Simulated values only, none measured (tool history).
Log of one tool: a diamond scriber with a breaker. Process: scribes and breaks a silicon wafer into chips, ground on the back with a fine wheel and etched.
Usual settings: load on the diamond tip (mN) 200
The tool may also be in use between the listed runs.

| run | hour | load on the diamond tip (mN) | incoming depth of the damage left on the back of the incoming wafer, um | depth of the median crack under the scribed line (um) | chips rejected at inspection after the break (%) |
|---|---|---|---|---|---|
| 1 | 0.0 | 221 | 0.56 | 8.86 | 1.57 |
| 2 | 16.4 | 221 | 0.37 | 8.71 | 1.53 |
| 3 | 23.0 | 221 | 0.55 | 8.84 | 1.65 |
| 4 | 39.5 | 230 | 0.76 | 9.25 | 1.50 |
| 5 | 54.2 | 200 | 0.46 | 8.27 | 4.34 |
| 6 | 69.6 | 200 | 0.75 | 8.28 | 5.53 |
|  | 78.7 | diamond tip replaced by a new one, of another model than before |
| 7 | 82.0 | 200 | 0.32 | 8.74 | 1.53 |
| 8 | 94.9 | 200 | 0.49 | 8.90 | 1.57 |
| 9 | 106.7 | 200 | 0.72 | 8.80 | 1.92 |
|  | 109.8 | load on the tip recalibrated |
| 10 | 113.7 | 249 | 0.31 | 9.85 | 3.62 |
| 11 | 120.6 | 154 | 0.43 | 7.89 | 8.48 |
| 12 | 130.5 | 247 | 0.57 | 9.63 | 2.93 |
| 13 | 145.1 | 228 | 0.52 | 9.24 | 1.77 |
| 14 | 157.4 | 200 | 0.60 | 8.73 | 2.30 |

Forecast run 15:
| 15 | 169.1 | 165 | 0.69 | ? | ? |

depth of the median crack under the scribed line (um): 7.90
chips rejected at inspection after the break (%): 7.45
Without the tool's hidden state the same run would have given depth of the median crack under the scribed line (um) 8.30, chips rejected at inspection after the break (%) 3.94.

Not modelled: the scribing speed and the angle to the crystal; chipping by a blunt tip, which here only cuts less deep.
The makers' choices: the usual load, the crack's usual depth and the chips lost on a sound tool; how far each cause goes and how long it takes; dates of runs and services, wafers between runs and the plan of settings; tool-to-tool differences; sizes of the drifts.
